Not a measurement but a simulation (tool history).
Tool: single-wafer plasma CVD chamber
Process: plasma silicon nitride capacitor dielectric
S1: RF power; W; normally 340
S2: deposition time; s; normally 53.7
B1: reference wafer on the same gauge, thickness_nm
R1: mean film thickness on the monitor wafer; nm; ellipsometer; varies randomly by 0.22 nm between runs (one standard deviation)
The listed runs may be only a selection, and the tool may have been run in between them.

| run | hour | S1 | S2 | B1 | R1 |
|---|---|---|---|---|---|
| 1 | 0 | 340 | 53.7 | 64.996 | 64.236 |
| 2 | 46.4 | 340 | 53.7 | 65.025 | 64.311 |
| 3 | 145.5 | 340 | 48 | 65.012 | 57.186 |
| 4 | 211.3 | 385 | 53.7 | 65.116 | 67.082 |
| 5 | 303.4 | 385 | 53.7 | 65.172 | 66.911 |
| 6 | 340.4 | 385 | 53.7 | 65.222 | 67.487 |
| 7 | 413.7 | 340 | 49.6 | 65.254 | 59.943 |
| 8 | 456.3 | 340 | 49.6 | 65.26 | 59.518 |
| 9 | 533.2 | 340 | 49.6 | 65.364 | 59.953 |
| 10 | 569.8 | 380 | 58.1 | 65.394 | 72.462 |
| 11 | 673 | 325 | 53.7 | 65.533 | 63.841 |
| 12 | 757.1 | 340 | 53.7 | 65.59 | 64.972 |
| 13 | 809.4 | 340 | 53.7 | 65.67 | 64.907 |
|  | 919.2 | showerhead replaced |
|  | 1006.3 | RF generator calibrated |
| 14 | 1114.8 | 305 | 45 | 66.061 | 53.041 |
| 15 | 1194.2 | 340 | 53.7 | 66.156 | 65.511 |
| 16 | 1296.1 | 400 | 45.8 | 66.322 | 59.009 |
| 17 | 1365.2 | 290 | 49.6 | 66.409 | 57.319 |
| 18 | 1441.3 | 365 | 53.7 | 66.619 | 67.502 |
| 19 | 1485.1 | 390 | 61.6 | 66.641 | 79.365 |
| 20 | 1557.9 | 340 | 53.7 | 66.805 | 65.565 |
|  | 1578.7 | gauge calibrated |
| 21 | 1641.1 | 340 | 53.7 | 65.028 | 64.231 |
| 22 | 1689.3 | 340 | 53.7 | 65.06 | 64.175 |
| 23 | 1782.7 | 375 | 50.7 | 65.039 | 62.583 |
| 24 | 1828.1 | 405 | 63 | 65.01 | 79.243 |
| 25 | 1916.2 | 325 | 53.7 | 65.087 | 62.927 |
| 26 | 1993.1 | 340 | 47 | 65.143 | 56.323 |

Forecast each of these 3 alternatives for the next run:
| A | 1993.5 | 400 | 53.7 | ? | ? |
| B | 1993.5 | 370 | 43.9 | ? | ? |
| C | 1993.5 | 290 | 53.7 | ? | ? |

| run | B1 | R1 |
|---|---|---|
| A | 65.102 | 67.98 |
| B | 65.102 | 54.174 |
| C | 65.102 | 61.108 |
Stripped of hidden state, with their random variation kept, the same runs would have yielded:
| run | R1 |
|---|---|
| A | 67.865 |
| B | 54.082 |
| C | 61.004 |

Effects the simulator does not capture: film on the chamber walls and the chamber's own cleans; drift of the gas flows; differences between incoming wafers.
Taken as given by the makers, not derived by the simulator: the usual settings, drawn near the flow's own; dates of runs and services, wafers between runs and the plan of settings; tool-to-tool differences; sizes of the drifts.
